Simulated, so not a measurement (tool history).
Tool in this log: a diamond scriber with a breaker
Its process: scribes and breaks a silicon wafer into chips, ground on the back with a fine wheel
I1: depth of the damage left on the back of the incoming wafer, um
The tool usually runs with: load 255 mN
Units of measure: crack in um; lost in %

{"run": 1, "hour": 0.0, "load": 215, "I1": 2.35, "crack": 8.42, "lost": 13.97}
{"hour": 41.8, "done": "diamond tip replaced by a new one"}
{"run": 2, "hour": 55.0, "load": 311, "I1": 1.61, "crack": 11.78, "lost": 3.18}
{"hour": 82.6, "done": "load on the tip recalibrated"}
{"run": 3, "hour": 93.3, "load": 311, "I1": 2.16, "crack": 12.41, "lost": 3.51}
{"run": 4, "hour": 156.7, "load": 277, "I1": 2.88, "crack": 11.0, "lost": 2.21}
{"run": 5, "hour": 329.7, "load": 202, "I1": 1.98, "crack": 9.03, "lost": 6.7}
{"run": 6, "hour": 375.5, "load": 202, "I1": 2.37, "crack": 8.99, "lost": 10.1}
{"run": 7, "hour": 458.2, "load": 230, "I1": 2.14, "crack": 9.22, "lost": 5.92}
{"run": 8, "hour": 482.3, "load": 230, "I1": 2.32, "crack": 9.1, "lost": 6.16}
{"run": 9, "hour": 517.3, "load": 280, "I1": 1.67, "crack": 10.18, "lost": 1.79}
{"run": 10, "hour": 588.1, "load": 280, "I1": 1.79, "crack": 9.45, "lost": 3.35}
{"hour": 594.8, "done": "diamond tip replaced by a new one"}
{"run": 11, "hour": 640.1, "load": 280, "I1": 2.52, "crack": 11.49, "lost": 1.75}
{"run": 12, "hour": 688.4, "load": 217, "I1": 1.72, "crack": 9.61, "lost": 2.97}
{"run": 13, "hour": 744.1, "load": 217, "I1": 1.56, "crack": 9.48, "lost": 2.59}
{"run": 14, "hour": 815.2, "load": 326, "I1": 2.03, "crack": 12.19, "lost": 3.13}
{"run": 15, "hour": 884.4, "load": 233, "I1": 2.11, "crack": 9.98, "lost": 3.01}
{"hour": 887.6, "done": "load on the tip recalibrated"}
{"run": 16, "hour": 934.6, "load": 281, "I1": 2.94, "crack": 10.55, "lost": 2.22}
{"run": 17, "hour": 976.6, "load": 255, "I1": 2.26, "crack": 10.1, "lost": 2.57}
{"hour": 1060.9, "done": "diamond tip replaced by a new one"}
{"run": 18, "hour": 1106.9, "load": 255, "I1": 1.59, "crack": 10.82, "lost": 0.87}
{"run": 19, "hour": 1163.8, "load": 313, "I1": 1.93, "crack": 11.95, "lost": 2.72}
{"run": 20, "hour": 1235.8, "load": 304, "I1": 1.59, "crack": 11.54, "lost": 1.85}
{"run": 21, "hour": 1264.8, "load": 316, "I1": 2.92, "crack": 11.84, "lost": 3.28}
{"run": 22, "hour": 1322.0, "load": 213, "I1": 2.96, "crack": 9.32, "lost": 6.91}
{"run": 23, "hour": 1346.1, "load": 305, "I1": 2.87, "crack": 11.41, "lost": 2.2}
{"run": 24, "hour": 1395.9, "load": 255, "I1": 2.42, "crack": 9.96, "lost": 2.37}

Estimate the outcome of run 25 from the log above:
{"run": 25, "hour": 1457.5, "load": 255, "I1": 1.83, "crack": "?", "lost": "?"}

Run 25 came out at crack 9.57 um, lost 2.71 %.
Without the tool's hidden state the same run would have given crack 10.50 um, lost 0.94 %.

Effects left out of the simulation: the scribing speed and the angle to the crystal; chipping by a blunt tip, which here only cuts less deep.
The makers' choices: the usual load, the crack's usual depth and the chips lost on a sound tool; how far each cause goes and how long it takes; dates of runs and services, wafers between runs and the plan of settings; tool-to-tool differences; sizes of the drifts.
